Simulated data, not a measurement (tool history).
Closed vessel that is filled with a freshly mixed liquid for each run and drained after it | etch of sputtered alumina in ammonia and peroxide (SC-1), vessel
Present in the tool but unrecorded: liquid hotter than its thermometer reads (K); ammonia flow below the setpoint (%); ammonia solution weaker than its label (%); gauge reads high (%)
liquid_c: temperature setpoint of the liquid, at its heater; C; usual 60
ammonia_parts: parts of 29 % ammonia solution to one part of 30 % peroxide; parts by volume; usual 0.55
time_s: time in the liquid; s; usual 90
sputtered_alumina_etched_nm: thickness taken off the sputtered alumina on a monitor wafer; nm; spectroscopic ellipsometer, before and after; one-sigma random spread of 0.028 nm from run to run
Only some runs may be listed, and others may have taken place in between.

| run | hour | liquid_c | ammonia_parts | time_s | wafers since the last listed run | hours since the thermometer was replaced | hours since the ammonia flow meter was replaced | hours since the drum of ammonia solution was connected | hours since the gauge calibration | read-back film thickness of the sputtered alumina reference wafer, read on the same gauge (nm) | sputtered_alumina_etched_nm |
|---|---|---|---|---|---|---|---|---|---|---|---|
| 1 | 0 | 60 | 0.55 | 90 | 0 | 1082.1 | 975 | 26.8 | 90.6 | 79.98 | 5.8 |
| 2 | 40.4 | 60 | 0.55 | 90 | 4752 | 1122.5 | 1015.4 | 67.2 | 131 | 80.05 | 5.78 |
| 3 | 137.8 | 60 | 0.55 | 90 | 11458 | 1219.9 | 1112.8 | 164.6 | 228.4 | 80 | 5.83 |
|  | 203.4 | new drum of ammonia solution connected |
| 4 | 215.6 | 60 | 0.45 | 90 | 9034 | 1297.7 | 1190.6 | 12.2 | 306.2 | 80.02 | 5.72 |
| 5 | 253.6 | 60 | 0.55 | 90 | 4470 | 1335.7 | 1228.6 | 50.2 | 344.2 | 79.97 | 5.89 |
| 6 | 336.6 | 60 | 0.55 | 90 | 9764 | 1418.7 | 1311.6 | 133.2 | 427.2 | 79.98 | 5.95 |
| 7 | 373.8 | 60 | 0.55 | 90 | 4376 | 1455.9 | 1348.8 | 170.4 | 464.4 | 79.98 | 5.95 |
|  | 426.4 | new drum of ammonia solution connected |
| 8 | 473.3 | 60 | 0.55 | 90 | 11587 | 1555.4 | 1448.3 | 46.9 | 563.9 | 79.98 | 5.94 |
|  | 489.1 | thermometer replaced |
| 9 | 539.7 | 52 | 0.7 | 125 | 7693 | 50.6 | 1514.7 | 113.3 | 630.3 | 79.98 | 5.06 |
|  | 567.2 | ammonia flow meter replaced |
| 10 | 636.1 | 65 | 0.55 | 90 | 11223 | 147 | 68.9 | 209.7 | 726.7 | 80 | 7.1 |
|  | 648 | gauge calibrated |
|  | 665.7 | new drum of ammonia solution connected |
| 11 | 676.8 | 66 | 0.55 | 90 | 4670 | 187.7 | 109.6 | 11.1 | 28.8 | 80 | 7.45 |
| 12 | 750.1 | 60 | 0.3 | 40 | 8623 | 261 | 182.9 | 84.4 | 102.1 | 80.03 | 2.31 |
| 13 | 856.1 | 60 | 0.55 | 90 | 12470 | 367 | 288.9 | 190.4 | 208.1 | 79.96 | 5.57 |
|  | 930.8 | new drum of ammonia solution connected |
| 14 | 936.2 | 60 | 0.35 | 35 | 9305 | 447.1 | 369 | 5.4 | 288.2 | 79.99 | 2.08 |
| 15 | 978.4 | 60 | 0.55 | 125 | 4964 | 489.3 | 411.2 | 47.6 | 330.4 | 80.04 | 7.85 |
| 16 | 1026.4 | 60 | 0.35 | 35 | 5646 | 537.3 | 459.2 | 95.6 | 378.4 | 79.99 | 2.08 |
|  | 1208.5 | new drum of ammonia solution connected |
| 17 | 1295.9 | 69.5 | 0.45 | 120 | 31587 | 806.8 | 728.7 | 87.4 | 647.9 | 80 | 11.77 |

Here are 5 independent what-if runs from the current tool condition. What would each one return?
| A | 1296.6 | 60 | 0.8 | 90 | 82 | 807.5 | 729.4 | 88.1 | 648.6 | ? | ? |
| B | 1296.6 | 67.5 | 0.35 | 75 | 82 | 807.5 | 729.4 | 88.1 | 648.6 | ? | ? |
| C | 1296.6 | 66 | 0.7 | 130 | 82 | 807.5 | 729.4 | 88.1 | 648.6 | ? | ? |
| D | 1296.6 | 68.5 | 0.8 | 135 | 82 | 807.5 | 729.4 | 88.1 | 648.6 | ? | ? |
| E | 1296.6 | 60 | 0.55 | 55 | 82 | 807.5 | 729.4 | 88.1 | 648.6 | ? | ? |

| run | read-back film thickness of the sputtered alumina reference wafer, read on the same gauge (nm) | sputtered_alumina_etched_nm |
|---|---|---|
| A | 79.99 | 5.85 |
| B | 79.99 | 6.55 |
| C | 79.99 | 11.26 |
| D | 79.99 | 13.37 |
| E | 79.99 | 3.45 |
Without the tool's hidden state the same runs would have given:
| run | sputtered_alumina_etched_nm |
|---|---|
| A | 5.57 |
| B | 6.25 |
| C | 10.74 |
| D | 12.76 |
| E | 3.28 |

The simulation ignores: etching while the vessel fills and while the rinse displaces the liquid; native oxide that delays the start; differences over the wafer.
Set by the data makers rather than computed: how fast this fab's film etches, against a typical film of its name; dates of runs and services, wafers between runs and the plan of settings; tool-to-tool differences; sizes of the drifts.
